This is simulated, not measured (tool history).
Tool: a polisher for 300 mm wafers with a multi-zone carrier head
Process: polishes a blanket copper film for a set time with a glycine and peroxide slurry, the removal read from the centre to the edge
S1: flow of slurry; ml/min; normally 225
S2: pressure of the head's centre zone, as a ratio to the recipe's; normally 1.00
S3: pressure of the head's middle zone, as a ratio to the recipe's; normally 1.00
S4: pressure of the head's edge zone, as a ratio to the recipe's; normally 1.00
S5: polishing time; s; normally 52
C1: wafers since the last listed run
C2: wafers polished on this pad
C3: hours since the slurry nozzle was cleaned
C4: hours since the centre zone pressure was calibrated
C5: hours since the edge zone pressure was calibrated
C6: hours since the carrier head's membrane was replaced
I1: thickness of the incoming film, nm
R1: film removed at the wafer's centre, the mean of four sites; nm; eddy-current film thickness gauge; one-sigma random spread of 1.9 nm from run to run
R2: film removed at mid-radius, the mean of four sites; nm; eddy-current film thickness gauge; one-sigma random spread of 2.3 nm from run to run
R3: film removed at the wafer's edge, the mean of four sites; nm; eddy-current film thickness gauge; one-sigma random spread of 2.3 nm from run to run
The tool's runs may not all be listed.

Run 1, hour 0.0: usual settings but S1 150 ml/min, S2 1.10, S5 38 s; C1 0; C2 682; C3 390.2; C4 1419.2; C5 802.7; C6 242.0; I1 1541.4. Result: R1 118.4 nm, R2 110.4 nm, R3 115.2 nm.
Run 2, hour 24.3: usual settings but S1 170 ml/min, S2 1.11, S5 64 s; C1 286; C2 969; C3 414.5; C4 1443.5; C5 827.0; C6 266.3; I1 1556.8. Result: R1 213.3 nm, R2 198.5 nm, R3 203.3 nm.
At hour 33.5: centre zone pressure recalibrated.
Run 3, hour 61.1: usual settings but S4 1.07; C1 410; C2 1379; C3 451.3; C4 27.6; C5 863.8; C6 303.1; I1 1530.2. Result: R1 171.1 nm, R2 166.1 nm, R3 177.7 nm.
Run 4, hour 108.6: usual settings but S1 175 ml/min, S4 1.11, S5 42 s; C1 560; C2 1940; C3 498.8; C4 75.1; C5 911.3; C6 350.6; I1 1499.7. Result: R1 127.9 nm, R2 126.9 nm, R3 138.3 nm.
At hour 133.9: edge zone pressure recalibrated.
Run 5, hour 167.7: usual settings but S2 0.89, S3 0.93, S5 46 s; C1 673; C2 2613; C3 557.9; C4 134.2; C5 33.8; C6 409.7; I1 1537.9. Result: R1 132.9 nm, R2 140.5 nm, R3 153.3 nm.
Run 6, hour 235.8: usual settings but S1 185 ml/min; C1 803; C2 3416; C3 626.0; C4 202.3; C5 101.9; C6 477.8; I1 1543.1. Result: R1 158.0 nm, R2 159.4 nm, R3 160.1 nm.
Run 7, hour 278.4: usual settings; C1 502; C2 3918; C3 668.6; C4 244.9; C5 144.5; C6 520.4; I1 1543.7. Result: R1 169.7 nm, R2 168.2 nm, R3 166.9 nm.
Run 8, hour 304.0: usual settings but S3 1.03, S4 1.03; C1 301; C2 4220; C3 694.2; C4 270.5; C5 170.1; C6 546.0; I1 1507.9. Result: R1 167.0 nm, R2 169.2 nm, R3 170.9 nm.
At hour 341.2: slurry nozzle cleaned.
Run 9, hour 371.8: usual settings but S1 285 ml/min, S3 1.08, S5 64 s; C1 787; C2 5008; C3 30.6; C4 338.3; C5 237.9; C6 613.8; I1 1540.4. Result: R1 235.9 nm, R2 251.1 nm, R3 231.1 nm.
At hour 425.7: worn pad replaced by a new one.
Run 10, hour 427.8: usual settings but S4 0.88; C1 613; C2 24; C3 86.6; C4 394.3; C5 293.9; C6 669.8; I1 1518.5. Result: R1 185.8 nm, R2 182.6 nm, R3 175.7 nm.
Run 11, hour 479.3: usual settings; C1 607; C2 631; C3 138.1; C4 445.8; C5 345.4; C6 721.3; I1 1543.5. Result: R1 177.1 nm, R2 180.1 nm, R3 175.7 nm.
Run 12, hour 514.3: usual settings; C1 412; C2 1044; C3 173.1; C4 480.8; C5 380.4; C6 756.3; I1 1542.6. Result: R1 177.5 nm, R2 173.8 nm, R3 174.7 nm.
Run 13, hour 540.3: usual settings; C1 306; C2 1350; C3 199.1; C4 506.8; C5 406.4; C6 782.3; I1 1521.3. Result: R1 179.0 nm, R2 177.8 nm, R3 179.2 nm.
At hour 567.4: carrier head's membrane replaced by a new one.
Run 14, hour 574.1: usual settings but S3 1.05, S4 1.05; C1 339; C2 1690; C3 232.9; C4 540.6; C5 440.2; C6 6.7; I1 1556.3. Result: R1 174.4 nm, R2 179.9 nm, R3 177.4 nm.
Run 15, hour 630.2: usual settings but S1 270 ml/min, S2 0.93; C1 661; C2 2352; C3 289.0; C4 596.7; C5 496.3; C6 62.8; I1 1519.4. Result: R1 166.1 nm, R2 179.1 nm, R3 177.4 nm.
Run 16, hour 664.3: usual settings but S2 0.94, S4 1.06, S5 35 s; C1 402; C2 2754; C3 323.1; C4 630.8; C5 530.4; C6 96.9; I1 1511.6. Result: R1 108.7 nm, R2 116.0 nm, R3 120.5 nm.
Run 17, hour 710.0: usual settings but S2 0.94; C1 538; C2 3293; C3 368.8; C4 676.5; C5 576.1; C6 142.6; I1 1513.0. Result: R1 160.2 nm, R2 169.0 nm, R3 167.1 nm.
Run 18, hour 768.0: usual settings; C1 684; C2 3977; C3 426.8; C4 734.5; C5 634.1; C6 200.6; I1 1528.5. Result: R1 168.9 nm, R2 169.8 nm, R3 170.7 nm.
Run 19, hour 830.4: usual settings; C1 735; C2 4713; C3 489.2; C4 796.9; C5 696.5; C6 263.0; I1 1501.4. Result: R1 168.0 nm, R2 167.1 nm, R3 166.1 nm.
At hour 908.7: worn pad replaced by a new one.
Run 20, hour 953.1: usual settings but S3 1.09, S4 0.95; C1 1399; C2 523; C3 611.9; C4 919.6; C5 819.2; C6 385.7; I1 1519.5. Result: R1 165.6 nm, R2 179.0 nm, R3 161.5 nm.
Run 21, hour 1017.0: usual settings but S5 35 s; C1 753; C2 1277; C3 675.8; C4 983.5; C5 883.1; C6 449.6; I1 1543.9. Result: R1 110.3 nm, R2 114.0 nm, R3 112.6 nm.

Hidden state, per run?
removal rate lost through wear of the pad, %: 0 at every run
deviation of the centre zone's pressure from its setpoint, %: 0 at every run
deviation of the edge zone's pressure from its setpoint, %: 0 at every run
H1: slurry flow missing at the pad, %
run    H1
  1  37.3
  2  38.1
  3  39.2
  4  40.4
  5  41.5
  6  42.5
  7  43.1
  8  43.3
  9  10.6
 10  18.3
 11  23.9
 12  27.1
 13  29.2
 14  31.6
 15  34.9
 16  36.6
 17  38.5
 18  40.5
 19  42.1
 20  44.3
 21  45.1

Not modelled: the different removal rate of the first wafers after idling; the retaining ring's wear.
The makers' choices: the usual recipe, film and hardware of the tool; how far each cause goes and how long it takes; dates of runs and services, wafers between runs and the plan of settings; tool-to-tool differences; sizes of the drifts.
